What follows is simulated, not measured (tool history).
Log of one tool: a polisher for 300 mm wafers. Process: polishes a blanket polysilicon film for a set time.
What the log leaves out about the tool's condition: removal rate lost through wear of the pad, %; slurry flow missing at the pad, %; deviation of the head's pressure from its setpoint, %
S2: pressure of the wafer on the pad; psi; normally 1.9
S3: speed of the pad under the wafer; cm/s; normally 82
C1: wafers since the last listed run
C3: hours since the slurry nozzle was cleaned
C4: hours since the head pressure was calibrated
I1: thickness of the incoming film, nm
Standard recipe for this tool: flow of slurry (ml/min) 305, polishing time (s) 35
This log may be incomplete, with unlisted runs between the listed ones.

run 1 hour=0 | flow_of_slurry_(ml/min)=305 S2=1.6 S3=82 polishing_time_(s)=35 | C1=0 wafers_polished_on_this_pad=321 C3=511.9 C4=547.4 | I1=1721.2 | film_removed_(angstrom)=1371
run 2 hour=46.7 | flow_of_slurry_(ml/min)=305 S2=1.6 S3=82 polishing_time_(s)=35 | C1=682 wafers_polished_on_this_pad=1004 C3=558.6 C4=594.1 | I1=1723.8 | film_removed_(angstrom)=1329
run 3 hour=104.2 | flow_of_slurry_(ml/min)=305 S2=1.6 S3=82 polishing_time_(s)=35 | C1=840 wafers_polished_on_this_pad=1845 C3=616.1 C4=651.6 | I1=1723.9 | film_removed_(angstrom)=1296
-- hour=116.2 worn pad replaced by a new one
run 4 hour=143.2 | flow_of_slurry_(ml/min)=305 S2=1.9 S3=82 polishing_time_(s)=35 | C1=511 wafers_polished_on_this_pad=394 C3=655.1 C4=690.6 | I1=1723.4 | film_removed_(angstrom)=1560
run 5 hour=169 | flow_of_slurry_(ml/min)=305 S2=1.9 S3=82 polishing_time_(s)=35 | C1=377 wafers_polished_on_this_pad=771 C3=680.9 C4=716.4 | I1=1706.1 | film_removed_(angstrom)=1530
run 6 hour=232.5 | flow_of_slurry_(ml/min)=305 S2=1.9 S3=82 polishing_time_(s)=35 | C1=928 wafers_polished_on_this_pad=1699 C3=744.4 C4=779.9 | I1=1748.8 | film_removed_(angstrom)=1497
-- hour=245.7 worn pad replaced by a new one
-- hour=249.6 slurry nozzle cleaned
run 7 hour=280.4 | flow_of_slurry_(ml/min)=305 S2=1.9 S3=82 polishing_time_(s)=35 | C1=627 wafers_polished_on_this_pad=492 C3=30.8 C4=827.8 | I1=1737.8 | film_removed_(angstrom)=1550
run 8 hour=346.6 | flow_of_slurry_(ml/min)=305 S2=2.5 S3=82 polishing_time_(s)=46 | C1=967 wafers_polished_on_this_pad=1460 C3=97 C4=894 | I1=1716.7 | film_removed_(angstrom)=2558
-- hour=381.6 worn pad replaced by a new one
run 9 hour=382.1 | flow_of_slurry_(ml/min)=375 S2=1.6 S3=82 polishing_time_(s)=31 | C1=460 wafers_polished_on_this_pad=7 C3=132.5 C4=929.5 | I1=1726.1 | film_removed_(angstrom)=1252
run 10 hour=406.9 | flow_of_slurry_(ml/min)=380 S2=1.6 S3=82 polishing_time_(s)=35 | C1=362 wafers_polished_on_this_pad=369 C3=157.3 C4=954.3 | I1=1718 | film_removed_(angstrom)=1335
run 11 hour=431 | flow_of_slurry_(ml/min)=305 S2=1.3 S3=82 polishing_time_(s)=26 | C1=352 wafers_polished_on_this_pad=722 C3=181.4 C4=978.4 | I1=1723.6 | film_removed_(angstrom)=788
-- hour=453.7 head pressure recalibrated
run 12 hour=485.8 | flow_of_slurry_(ml/min)=235 S2=2.4 S3=82 polishing_time_(s)=35 | C1=771 wafers_polished_on_this_pad=1494 C3=236.2 C4=32.1 | I1=1734.1 | film_removed_(angstrom)=1952
-- hour=505.4 worn pad replaced by a new one
run 13 hour=529.9 | flow_of_slurry_(ml/min)=355 S2=1.9 S3=82 polishing_time_(s)=30 | C1=586 wafers_polished_on_this_pad=358 C3=280.3 C4=76.2 | I1=1751.2 | film_removed_(angstrom)=1472
run 14 hour=555.9 | flow_of_slurry_(ml/min)=380 S2=1.6 S3=82 polishing_time_(s)=35 | C1=380 wafers_polished_on_this_pad=738 C3=306.3 C4=102.2 | I1=1720.9 | film_removed_(angstrom)=1428
run 15 hour=602.9 | flow_of_slurry_(ml/min)=305 S2=1.9 S3=82 polishing_time_(s)=35 | C1=687 wafers_polished_on_this_pad=1425 C3=353.3 C4=149.2 | I1=1728.6 | film_removed_(angstrom)=1592

Each row is a separate what-if for the run after 15, all from the same tool condition, not one after another. Results?
run A hour=603.3 | flow_of_slurry_(ml/min)=305 S2=1.9 S3=82 polishing_time_(s)=35 | C1=5 wafers_polished_on_this_pad=1431 C3=353.7 C4=149.6 | I1=1740 | film_removed_(angstrom)=?
run B hour=603.3 | flow_of_slurry_(ml/min)=305 S2=1.9 S3=82 polishing_time_(s)=44 | C1=5 wafers_polished_on_this_pad=1431 C3=353.7 C4=149.6 | I1=1740 | film_removed_(angstrom)=?
run C hour=603.3 | flow_of_slurry_(ml/min)=305 S2=1.9 S3=96 polishing_time_(s)=44 | C1=5 wafers_polished_on_this_pad=1431 C3=353.7 C4=149.6 | I1=1740 | film_removed_(angstrom)=?

run=A film_removed_(angstrom)=1601
run=B film_removed_(angstrom)=2013
run=C film_removed_(angstrom)=2356
Stripped of hidden state, with their random variation kept, the same runs would have yielded:
run=A film_removed_(angstrom)=1781
run=B film_removed_(angstrom)=2239
run=C film_removed_(angstrom)=2622
